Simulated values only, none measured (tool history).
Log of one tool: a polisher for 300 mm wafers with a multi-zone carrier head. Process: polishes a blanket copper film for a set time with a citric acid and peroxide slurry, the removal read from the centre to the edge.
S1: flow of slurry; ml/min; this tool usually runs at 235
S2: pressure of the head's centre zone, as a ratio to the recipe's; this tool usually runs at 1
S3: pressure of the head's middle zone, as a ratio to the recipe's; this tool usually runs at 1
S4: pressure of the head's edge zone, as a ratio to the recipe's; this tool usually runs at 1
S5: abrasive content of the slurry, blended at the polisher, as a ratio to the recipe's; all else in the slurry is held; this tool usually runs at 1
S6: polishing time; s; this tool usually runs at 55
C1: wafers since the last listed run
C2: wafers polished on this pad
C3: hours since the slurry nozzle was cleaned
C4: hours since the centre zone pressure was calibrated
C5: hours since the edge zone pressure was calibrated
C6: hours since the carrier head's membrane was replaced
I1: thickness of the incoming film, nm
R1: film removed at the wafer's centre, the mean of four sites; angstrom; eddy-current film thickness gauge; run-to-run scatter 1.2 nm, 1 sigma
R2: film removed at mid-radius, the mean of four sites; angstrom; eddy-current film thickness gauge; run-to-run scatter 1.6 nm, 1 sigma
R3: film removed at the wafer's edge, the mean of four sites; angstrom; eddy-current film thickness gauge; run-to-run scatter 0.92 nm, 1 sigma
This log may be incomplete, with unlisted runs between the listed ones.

run	hour	S1	S2	S3	S4	S5	S6	C1	C2	C3	C4	C5	C6	I1	R1	R2	R3
1	0	235	1	1	1	1	55	0	2536	370.7	150.3	390.2	1489	1218.4	1088	1037	1060
2	31.1	235	1	1	1	1	55	319	2855	401.8	181.4	421.3	1520.1	1197.7	1076	1017	1070
# hour 49.9: slurry nozzle cleaned
# hour 68.6: worn pad replaced by a new one
3	210	235	1.06	1	1	1	55	1786	1452	160.1	360.3	600.2	1699	1196.5	1113	1078	1074
4	235.8	190	0.95	1	0.95	1	55	264	1717	185.9	386.1	626	1724.8	1198.4	1015	1009	1029
# hour 263.3: carrier head's membrane replaced by a new one
5	263.8	215	1.11	1	1	0.85	47	236	1953	213.9	414.1	654	0.5	1195.8	983	855	889
# hour 299.1: edge zone pressure recalibrated
6	301	190	1	1	1.06	1	55	361	2315	251.1	451.3	1.9	37.7	1197.2	1039	994	1082
7	336	185	1	1	1	1.15	55	359	2674	286.1	486.3	36.9	72.7	1172.5	1057	1024	1060
8	372.9	195	1	1	0.9	1	55	379	3053	323	523.2	73.8	109.6	1202.1	1036	1019	982
9	433.9	235	1	1	1	1	55	626	3680	384	584.2	134.8	170.6	1197.8	1055	1027	1062
# hour 441.1: worn pad replaced by a new one
# hour 459.5: slurry nozzle cleaned
# hour 478.4: centre zone pressure recalibrated
10	487.7	235	1	1	1	1	55	480	447	28.2	9.3	188.6	224.4	1202.4	1120	1067	1120
11	536.6	235	0.88	1	1	1	55	502	949	77.1	58.2	237.5	273.3	1195.7	1019	1073	1110
12	602.4	195	1.09	1	0.9	1	64	675	1625	142.9	124	303.3	339.1	1206.2	1315	1186	1167
13	630.7	190	0.94	1	1	1	55	290	1916	171.2	152.3	331.6	367.4	1212.5	998	1003	1053
14	700.6	285	1	1	1	1	55	717	2634	241.1	222.2	401.5	437.3	1224.4	1108	1059	1066
15	750.9	195	1	1	0.9	1	55	516	3151	291.4	272.5	451.8	487.6	1220.2	1030	1014	996
16	786.6	235	1	0.93	1	1	55	366	3517	327.1	308.2	487.5	523.3	1208.6	1079	1010	1056

Run 17, settings as shown, results not yet in. Your forecast:
# hour 802: worn pad replaced by a new one
17	833.9	235	1	1	1	1	72	444	327	374.4	355.5	534.8	570.6	1200.6	?	?	?

Run 17 measured R1 1472 angstrom, R2 1468 angstrom, R3 1481 angstrom.
With the hidden condition absent and the run-to-run variation left alone, this run would have shown R1 1507 angstrom, R2 1502 angstrom, R3 1516 angstrom.
